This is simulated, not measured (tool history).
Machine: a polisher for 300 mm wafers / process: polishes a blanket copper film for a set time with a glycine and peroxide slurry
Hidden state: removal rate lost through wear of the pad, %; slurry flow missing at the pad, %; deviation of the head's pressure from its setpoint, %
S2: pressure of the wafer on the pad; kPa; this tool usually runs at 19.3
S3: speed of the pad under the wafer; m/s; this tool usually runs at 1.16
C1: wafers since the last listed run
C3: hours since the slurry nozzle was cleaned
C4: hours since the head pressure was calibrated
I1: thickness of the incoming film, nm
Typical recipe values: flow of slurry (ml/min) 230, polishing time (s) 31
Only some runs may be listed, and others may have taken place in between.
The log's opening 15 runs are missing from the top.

Run 16, hour 429.3: usual settings; C1 342; wafers polished on this pad 941; C3 110.5; C4 674.7; I1 1911.7. Result: film removed (nm) 150.0.
Run 17, hour 452.4: usual settings but polishing time (s) 23; C1 248; wafers polished on this pad 1190; C3 133.6; C4 697.8; I1 1904.3. Result: film removed (nm) 111.9.
Run 18, hour 469.2: usual settings but S3 0.78 m/s; C1 180; wafers polished on this pad 1370; C3 150.4; C4 714.6; I1 1909.2. Result: film removed (nm) 112.7.
At hour 479.5: head pressure recalibrated.
Run 19, hour 487.2: usual settings but flow of slurry (ml/min) 285, S2 15.2 kPa, S3 0.78 m/s; C1 172; wafers polished on this pad 1543; C3 168.4; C4 7.7; I1 1941.1. Result: film removed (nm) 106.7.
Run 20, hour 510.5: usual settings but flow of slurry (ml/min) 195, S2 15.2 kPa, S3 1.32 m/s; C1 250; wafers polished on this pad 1793; C3 191.7; C4 31.0; I1 1894.2. Result: film removed (nm) 146.3.
At hour 517.0: worn pad replaced by a new one.
Run 21, hour 530.1: usual settings; C1 167; wafers polished on this pad 141; C3 211.3; C4 50.6; I1 1931.9. Result: film removed (nm) 157.8.
Run 22, hour 549.3: usual settings; C1 206; wafers polished on this pad 348; C3 230.5; C4 69.8; I1 1903.0. Result: film removed (nm) 156.7.
Run 23, hour 580.4: usual settings but flow of slurry (ml/min) 300; C1 334; wafers polished on this pad 682; C3 261.6; C4 100.9; I1 1892.6. Result: film removed (nm) 161.3.
At hour 599.7: slurry nozzle cleaned.
Run 24, hour 600.2: usual settings but flow of slurry (ml/min) 170, S2 17.2 kPa, S3 0.88 m/s; C1 202; wafers polished on this pad 885; C3 0.5; C4 120.7; I1 1924.0. Result: film removed (nm) 115.2.
Run 25, hour 620.0: usual settings but polishing time (s) 25; C1 213; wafers polished on this pad 1098; C3 20.3; C4 140.5; I1 1891.0. Result: film removed (nm) 124.9.
Run 26, hour 637.8: usual settings but polishing time (s) 36; C1 191; wafers polished on this pad 1289; C3 38.1; C4 158.3; I1 1882.5. Result: film removed (nm) 180.7.
Run 27, hour 653.7: usual settings; C1 171; wafers polished on this pad 1460; C3 54.0; C4 174.2; I1 1923.0. Result: film removed (nm) 156.5.
Run 28, hour 672.3: usual settings but flow of slurry (ml/min) 255, S2 22.8 kPa, S3 1.36 m/s, polishing time (s) 28; C1 200; wafers polished on this pad 1660; C3 72.6; C4 192.8; I1 1886.0. Result: film removed (nm) 178.0.
At hour 689.1: worn pad replaced by a new one.
Run 29, hour 690.0: usual settings but flow of slurry (ml/min) 185; C1 147; wafers polished on this pad 9; C3 90.3; C4 210.5; I1 1903.1. Result: film removed (nm) 150.8.
Run 30, hour 709.8: usual settings but S2 23.4 kPa, polishing time (s) 20; C1 213; wafers polished on this pad 222; C3 110.1; C4 230.3; I1 1921.0. Result: film removed (nm) 114.1.
Run 31, hour 744.7: usual settings but flow of slurry (ml/min) 270; C1 375; wafers polished on this pad 598; C3 145.0; C4 265.2; I1 1902.0. Result: film removed (nm) 156.6.
Run 32, hour 769.8: usual settings but flow of slurry (ml/min) 165, S2 23.4 kPa, polishing time (s) 21; C1 270; wafers polished on this pad 868; C3 170.1; C4 290.3; I1 1933.9. Result: film removed (nm) 112.6.
Run 33, hour 800.6: usual settings but flow of slurry (ml/min) 305, S2 14.5 kPa, S3 1.38 m/s; C1 331; wafers polished on this pad 1200; C3 200.9; C4 321.1; I1 1867.8. Result: film removed (nm) 153.7.
Run 34, hour 816.8: usual settings but flow of slurry (ml/min) 170, S3 1.28 m/s; C1 174; wafers polished on this pad 1374; C3 217.1; C4 337.3; I1 1910.8. Result: film removed (nm) 158.2.

4 options for the next run, each taken on its own from the tool as it stands now. Forecast them:
Run A, hour 817.2: usual settings; C1 4; wafers polished on this pad 1378; C3 217.5; C4 337.7; I1 1910.8. Result: film removed (nm) ?.
Run B, hour 817.2: usual settings but S2 23.4 kPa, S3 0.96 m/s; C1 4; wafers polished on this pad 1378; C3 217.5; C4 337.7; I1 1910.8. Result: film removed (nm) ?.
Run C, hour 817.2: usual settings but flow of slurry (ml/min) 160, S2 14.5 kPa, S3 0.86 m/s, polishing time (s) 39; C1 4; wafers polished on this pad 1378; C3 217.5; C4 337.7; I1 1910.8. Result: film removed (nm) ?.
Run D, hour 817.2: usual settings but flow of slurry (ml/min) 305, S2 16.5 kPa, S3 1.48 m/s, polishing time (s) 24; C1 4; wafers polished on this pad 1378; C3 217.5; C4 337.7; I1 1910.8. Result: film removed (nm) ?.

run  film removed (nm)
  A              153.3
  B              151.5
  C              126.6
  D              133.2
Stripped of hidden state, with their random variation kept, the same runs would have yielded:
run  film removed (nm)
  A              154.7
  B              153.0
  C              127.7
  D              134.5
